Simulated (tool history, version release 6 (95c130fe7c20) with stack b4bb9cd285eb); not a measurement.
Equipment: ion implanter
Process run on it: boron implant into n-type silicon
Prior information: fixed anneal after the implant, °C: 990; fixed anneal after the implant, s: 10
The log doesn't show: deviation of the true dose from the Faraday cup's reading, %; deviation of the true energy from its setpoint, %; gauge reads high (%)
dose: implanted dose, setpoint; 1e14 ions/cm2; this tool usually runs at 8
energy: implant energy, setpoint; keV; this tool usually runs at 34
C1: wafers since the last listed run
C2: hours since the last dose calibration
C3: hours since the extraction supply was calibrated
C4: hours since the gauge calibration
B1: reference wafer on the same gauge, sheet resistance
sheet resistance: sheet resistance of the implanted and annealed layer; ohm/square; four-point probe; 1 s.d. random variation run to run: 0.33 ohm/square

Run 1, hour 0: usual settings but dose 6.47 1e14 ions/cm2; C1 0; C2 116.5; C3 1661.8; C4 739.4; B1 161.95. Result: sheet resistance 176.12 ohm/square.
At hour 24.4: gauge calibrated.
Run 2, hour 51.8: usual settings but dose 6.47 1e14 ions/cm2; C1 1527; C2 168.3; C3 1713.6; C4 27.4; B1 162.09. Result: sheet resistance 176.16 ohm/square.
Run 3, hour 143.1: usual settings but dose 6.47 1e14 ions/cm2; C1 2692; C2 259.6; C3 1804.9; C4 118.7; B1 162.02. Result: sheet resistance 175.4 ohm/square.
Run 4, hour 239.2: usual settings; C1 2833; C2 355.7; C3 1901; C4 214.8; B1 161.94. Result: sheet resistance 146.53 ohm/square.
Run 5, hour 307.7: usual settings; C1 2019; C2 424.2; C3 1969.5; C4 283.3; B1 161.97. Result: sheet resistance 147.16 ohm/square.
Run 6, hour 379.1: usual settings; C1 2105; C2 495.6; C3 2040.9; C4 354.7; B1 161.99. Result: sheet resistance 145.83 ohm/square.
Run 7, hour 421.5: usual settings but dose 7.52 1e14 ions/cm2; C1 1250; C2 538; C3 2083.3; C4 397.1; B1 161.97. Result: sheet resistance 153.97 ohm/square.
At hour 444.2: Faraday cup replaced and dose calibrated.
Run 8, hour 521.3: usual settings but dose 7.52 1e14 ions/cm2; C1 2707; C2 77.1; C3 2183.1; C4 496.9; B1 161.97. Result: sheet resistance 150.38 ohm/square.
Run 9, hour 562.1: usual settings; C1 1203; C2 117.9; C3 2223.9; C4 537.7; B1 162.08. Result: sheet resistance 143.04 ohm/square.
At hour 605.7: extraction supply calibrated.
Run 10, hour 617.6: usual settings but dose 10.12 1e14 ions/cm2, energy 41.5 keV; C1 1400; C2 173.4; C3 11.9; C4 593.2; B1 161.99. Result: sheet resistance 117.17 ohm/square.
At hour 714.7: Faraday cup replaced and dose calibrated, repeated, since the last time left the tool worse.
Run 11, hour 715.2: usual settings but dose 9.81 1e14 ions/cm2, energy 42 keV; C1 2642; C2 0.5; C3 109.5; C4 690.8; B1 161.89. Result: sheet resistance 125.81 ohm/square.
Run 12, hour 750.6: usual settings but dose 9.83 1e14 ions/cm2; C1 1043; C2 35.9; C3 144.9; C4 726.2; B1 162.05. Result: sheet resistance 126.7 ohm/square.
Run 13, hour 825.3: usual settings but dose 9.07 1e14 ions/cm2, energy 37.5 keV; C1 2202; C2 110.6; C3 219.6; C4 800.9; B1 161.98. Result: sheet resistance 132.98 ohm/square.
Run 14, hour 888.4: usual settings but dose 9.37 1e14 ions/cm2, energy 23 keV; C1 1860; C2 173.7; C3 282.7; C4 864; B1 162.04. Result: sheet resistance 133.3 ohm/square.
Run 15, hour 958.2: usual settings but dose 9.77 1e14 ions/cm2; C1 2058; C2 243.5; C3 352.5; C4 933.8; B1 162.07. Result: sheet resistance 125.39 ohm/square.
Run 16, hour 1027.6: usual settings but dose 6.1 1e14 ions/cm2; C1 2046; C2 312.9; C3 421.9; C4 1003.2; B1 162.03. Result: sheet resistance 184.28 ohm/square.
At hour 1040.3: gauge calibrated.
Run 17, hour 1120.9: usual settings; C1 2751; C2 406.2; C3 515.2; C4 80.6; B1 162.05. Result: sheet resistance 146.78 ohm/square.
Run 18, hour 1228.5: usual settings but dose 10.26 1e14 ions/cm2, energy 23 keV; C1 3172; C2 513.8; C3 622.8; C4 188.2; B1 162.1. Result: sheet resistance 123.52 ohm/square.
At hour 1319.6: Faraday cup replaced and dose calibrated.
Run 19, hour 1322.8: usual settings; C1 2544; C2 3.2; C3 717.1; C4 282.5; B1 162.05. Result: sheet resistance 149.41 ohm/square.

Forecast each of these 5 alternatives for the next run:
Run A, hour 1323.2: usual settings; C1 11; C2 3.6; C3 717.5; C4 282.9; B1 ?. Result: sheet resistance ?.
Run B, hour 1323.2: usual settings but energy 38 keV; C1 11; C2 3.6; C3 717.5; C4 282.9; B1 ?. Result: sheet resistance ?.
Run C, hour 1323.2: usual settings but dose 8.62 1e14 ions/cm2, energy 41 keV; C1 11; C2 3.6; C3 717.5; C4 282.9; B1 ?. Result: sheet resistance ?.
Run D, hour 1323.2: usual settings but dose 8.62 1e14 ions/cm2; C1 11; C2 3.6; C3 717.5; C4 282.9; B1 ?. Result: sheet resistance ?.
Run E, hour 1323.2: usual settings but dose 6.59 1e14 ions/cm2, energy 23 keV; C1 11; C2 3.6; C3 717.5; C4 282.9; B1 ?. Result: sheet resistance ?.

run   B1  sheet resistance
  A  162            150.11
  B  162            149.49
  C  162            140.45
  D  162            141.22
  E  162            180.35
Stripped of hidden state, with their random variation kept, the same runs would have yielded:
run  sheet resistance
  A            150.07
  B            149.45
  C            140.41
  D            141.19
  E             180.3
